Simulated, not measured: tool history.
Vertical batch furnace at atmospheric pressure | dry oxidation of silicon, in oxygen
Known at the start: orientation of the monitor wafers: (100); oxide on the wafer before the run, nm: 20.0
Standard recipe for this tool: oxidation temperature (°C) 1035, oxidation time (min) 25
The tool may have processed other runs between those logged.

run,hour,oxidation temperature (°C),oxidation time (min),"read-back reference wafer on the same gauge, thickness",oxide thickness on the monitor wafer (Å)
1,0,1035,25,52.49,455.1
2,73.3,1035,32,52.5,512.9
3,146.1,1035,32,52.51,509.5
4,227.2,1035,18.5,52.53,401.1
5,330.9,1035,18.5,52.47,400.2
6,427.7,1035,25,52.52,452.2
# hour 500.3: boat lift adjusted
7,526.4,1042,25,52.49,487.6
8,592.8,1042,25,52.5,487.3
9,673.5,1042,25,52.5,483.8
10,745.4,1012,15.5,52.52,329.3

Expected results for the next run?
# hour 856.7: thermocouples replaced and temperature profile calibrated
11,857.2,1028,21,?,?

Run 11 gave read-back reference wafer on the same gauge, thickness 52.51, oxide thickness on the monitor wafer (Å) 409.2.
Take away the tool's hidden state, keep the run-to-run variation as it was, and the same run would have given oxide thickness on the monitor wafer (Å) 411.
